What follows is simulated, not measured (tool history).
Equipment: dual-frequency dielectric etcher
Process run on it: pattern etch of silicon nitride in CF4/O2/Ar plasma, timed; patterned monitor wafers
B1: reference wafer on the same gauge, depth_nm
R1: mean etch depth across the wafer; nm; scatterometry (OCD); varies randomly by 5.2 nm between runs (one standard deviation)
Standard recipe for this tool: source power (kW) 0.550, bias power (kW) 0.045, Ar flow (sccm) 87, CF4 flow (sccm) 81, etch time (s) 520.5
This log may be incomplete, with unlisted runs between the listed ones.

run 1 hour=0.0 | source_power_(kW)=0.550 bias_power_(kW)=0.045 Ar_flow_(sccm)=87 CF4_flow_(sccm)=81 etch_time_(s)=520.5 | B1=901.5 | R1=933.0
run 2 hour=6.0 | source_power_(kW)=0.550 bias_power_(kW)=0.045 Ar_flow_(sccm)=87 CF4_flow_(sccm)=81 etch_time_(s)=520.5 | B1=900.4 | R1=932.6
run 3 hour=19.5 | source_power_(kW)=0.550 bias_power_(kW)=0.051 Ar_flow_(sccm)=87 CF4_flow_(sccm)=81 etch_time_(s)=520.5 | B1=901.9 | R1=974.0
run 4 hour=29.3 | source_power_(kW)=0.550 bias_power_(kW)=0.051 Ar_flow_(sccm)=87 CF4_flow_(sccm)=81 etch_time_(s)=520.5 | B1=902.7 | R1=954.6
run 5 hour=46.6 | source_power_(kW)=0.550 bias_power_(kW)=0.045 Ar_flow_(sccm)=87 CF4_flow_(sccm)=81 etch_time_(s)=520.5 | B1=900.2 | R1=943.5
run 6 hour=57.6 | source_power_(kW)=0.550 bias_power_(kW)=0.045 Ar_flow_(sccm)=87 CF4_flow_(sccm)=81 etch_time_(s)=520.5 | B1=900.7 | R1=953.7
run 7 hour=69.6 | source_power_(kW)=0.550 bias_power_(kW)=0.045 Ar_flow_(sccm)=87 CF4_flow_(sccm)=81 etch_time_(s)=520.5 | B1=901.3 | R1=940.6
run 8 hour=83.5 | source_power_(kW)=0.650 bias_power_(kW)=0.045 Ar_flow_(sccm)=87 CF4_flow_(sccm)=81 etch_time_(s)=520.5 | B1=902.8 | R1=1072.0
-- hour=110.2 wet clean of the chamber
-- hour=128.7 upper electrode replaced, of another model than before
run 9 hour=129.2 | source_power_(kW)=0.650 bias_power_(kW)=0.045 Ar_flow_(sccm)=87 CF4_flow_(sccm)=81 etch_time_(s)=520.5 | B1=898.1 | R1=999.6
run 10 hour=129.6 | source_power_(kW)=0.550 bias_power_(kW)=0.048 Ar_flow_(sccm)=67 CF4_flow_(sccm)=81 etch_time_(s)=520.5 | B1=901.9 | R1=949.8
run 11 hour=130.1 | source_power_(kW)=0.550 bias_power_(kW)=0.045 Ar_flow_(sccm)=87 CF4_flow_(sccm)=81 etch_time_(s)=520.5 | B1=901.1 | R1=911.1
run 12 hour=130.6 | source_power_(kW)=0.550 bias_power_(kW)=0.045 Ar_flow_(sccm)=87 CF4_flow_(sccm)=81 etch_time_(s)=520.5 | B1=898.8 | R1=912.1
run 13 hour=139.2 | source_power_(kW)=0.550 bias_power_(kW)=0.049 Ar_flow_(sccm)=87 CF4_flow_(sccm)=81 etch_time_(s)=418.0 | B1=899.2 | R1=745.0
run 14 hour=147.1 | source_power_(kW)=0.550 bias_power_(kW)=0.045 Ar_flow_(sccm)=103 CF4_flow_(sccm)=67 etch_time_(s)=584.0 | B1=900.5 | R1=975.3
-- hour=162.1 gauge calibrated
run 15 hour=164.1 | source_power_(kW)=0.550 bias_power_(kW)=0.045 Ar_flow_(sccm)=87 CF4_flow_(sccm)=81 etch_time_(s)=520.5 | B1=900.2 | R1=911.7
-- hour=176.9 bias power generator calibrated
-- hour=198.0 Ar flow controller replaced
-- hour=198.8 source power generator calibrated
run 16 hour=200.6 | source_power_(kW)=0.610 bias_power_(kW)=0.055 Ar_flow_(sccm)=87 CF4_flow_(sccm)=66 etch_time_(s)=433.5 | B1=901.4 | R1=816.6
-- hour=232.6 CF4 flow controller replaced
run 17 hour=233.1 | source_power_(kW)=0.440 bias_power_(kW)=0.045 Ar_flow_(sccm)=87 CF4_flow_(sccm)=93 etch_time_(s)=520.5 | B1=904.0 | R1=827.1
run 18 hour=238.8 | source_power_(kW)=0.550 bias_power_(kW)=0.045 Ar_flow_(sccm)=87 CF4_flow_(sccm)=81 etch_time_(s)=520.5 | B1=901.3 | R1=914.4
run 19 hour=256.3 | source_power_(kW)=0.550 bias_power_(kW)=0.045 Ar_flow_(sccm)=87 CF4_flow_(sccm)=81 etch_time_(s)=439.0 | B1=899.1 | R1=784.2
run 20 hour=286.9 | source_power_(kW)=0.550 bias_power_(kW)=0.039 Ar_flow_(sccm)=87 CF4_flow_(sccm)=81 etch_time_(s)=520.5 | B1=901.3 | R1=914.2
run 21 hour=299.5 | source_power_(kW)=0.680 bias_power_(kW)=0.045 Ar_flow_(sccm)=87 CF4_flow_(sccm)=65 etch_time_(s)=520.5 | B1=903.2 | R1=1020.3

Here are 4 independent what-if runs from the current tool condition. What would each one return?
run A hour=300.1 | source_power_(kW)=0.660 bias_power_(kW)=0.045 Ar_flow_(sccm)=87 CF4_flow_(sccm)=81 etch_time_(s)=520.5 | B1=? | R1=?
run B hour=300.1 | source_power_(kW)=0.680 bias_power_(kW)=0.045 Ar_flow_(sccm)=87 CF4_flow_(sccm)=81 etch_time_(s)=520.5 | B1=? | R1=?
run C hour=300.1 | source_power_(kW)=0.550 bias_power_(kW)=0.045 Ar_flow_(sccm)=78 CF4_flow_(sccm)=81 etch_time_(s)=520.5 | B1=? | R1=?
run D hour=300.1 | source_power_(kW)=0.480 bias_power_(kW)=0.045 Ar_flow_(sccm)=87 CF4_flow_(sccm)=95 etch_time_(s)=520.5 | B1=? | R1=?

run=A B1=902.9 R1=1025.9
run=B B1=902.9 R1=1045.2
run=C B1=902.9 R1=935.5
run=D B1=902.9 R1=868.3
With no hidden state in the tool, these same runs would have given:
run=A R1=998.8
run=B R1=1017.6
run=C R1=910.8
run=D R1=845.4
